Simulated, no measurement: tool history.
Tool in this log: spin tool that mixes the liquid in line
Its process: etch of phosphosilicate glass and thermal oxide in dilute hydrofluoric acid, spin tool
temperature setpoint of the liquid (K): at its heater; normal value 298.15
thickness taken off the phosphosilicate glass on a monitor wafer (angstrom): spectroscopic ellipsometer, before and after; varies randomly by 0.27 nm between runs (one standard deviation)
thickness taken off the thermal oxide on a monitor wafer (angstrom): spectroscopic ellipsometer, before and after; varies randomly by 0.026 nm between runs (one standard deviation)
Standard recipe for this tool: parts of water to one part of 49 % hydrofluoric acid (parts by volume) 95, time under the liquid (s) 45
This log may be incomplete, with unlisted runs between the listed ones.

run	hour	temperature setpoint of the liquid (K)	parts of water to one part of 49 % hydrofluoric acid (parts by volume)	time under the liquid (s)	read-back film thickness of the phosphosilicate glass reference wafer, read on the same gauge (nm)	read-back film thickness of the thermal oxide reference wafer, read on the same gauge (nm)	thickness taken off the phosphosilicate glass on a monitor wafer (angstrom)	thickness taken off the thermal oxide on a monitor wafer (angstrom)
1	0.0	294.65	95	35	79.99	139.997	237.2	11.65
2	11.7	294.65	95	35	80.02	140.002	238.1	11.62
3	25.4	302.15	95	45	79.99	139.970	402.4	19.39
4	43.2	298.15	95	45	80.03	140.017	349.0	16.41
5	58.4	295.65	95	60	79.99	140.007	419.3	20.35
6	70.0	298.15	95	55	80.03	139.960	418.9	20.72
7	82.5	298.15	95	45	79.99	140.002	405.0	20.05
8	88.2	298.15	95	45	80.00	140.005	411.7	19.70
9	101.7	298.15	95	45	80.01	140.009	407.9	19.70
10	107.9	301.65	45	40	80.01	140.030	928.0	46.05
11	122.7	298.15	110	45	79.99	140.000	344.4	16.77
12	132.6	302.15	95	45	80.00	140.005	472.7	22.56
13	143.0	293.65	110	60	80.00	139.987	387.4	18.95
14	150.5	296.15	130	45	80.00	140.027	260.8	12.67
15	165.6	298.15	95	55	80.02	140.039	489.1	23.79
16	177.0	298.15	50	45	79.99	139.999	813.4	39.36
17	186.2	298.15	95	45	79.99	140.032	405.3	19.19
18	236.7	298.15	95	25	79.99	140.009	221.6	10.65

Removed from this log: 3 entries logged between the listed runs. Between which two listed runs does each belong, and how does the tool's hidden state at the listed run before it compare with that at the listed run after it?
Run 6 -> run 7: hydrofluoric acid flow meter replaced (hour 82.0)
  hydrofluoric acid flow below the setpoint (%): 14.6 -> 1.07
  the result without the hidden state subtracted from the measured one, thickness taken off the phosphosilicate glass on a monitor wafer (angstrom): -81.6 -> -4.9; thickness taken off the thermal oxide on a monitor wafer (angstrom): -4.04 -> -0.24
Run 8 -> run 9: thermometer replaced (hour 101.2)
  hydrofluoric acid flow below the setpoint (%): 1.16 -> 1.37
  the result without the hidden state subtracted from the measured one, thickness taken off the phosphosilicate glass on a monitor wafer (angstrom): -5.5 -> -6.4; thickness taken off the thermal oxide on a monitor wafer (angstrom): -0.26 -> -0.31
Run 14 -> run 15: gauge calibrated (hour 157.9)
  hydrofluoric acid flow below the setpoint (%): 2.12 -> 2.35
  the result without the hidden state subtracted from the measured one, thickness taken off the phosphosilicate glass on a monitor wafer (angstrom): -6.5 -> -13.2; thickness taken off the thermal oxide on a monitor wafer (angstrom): -0.32 -> -0.64
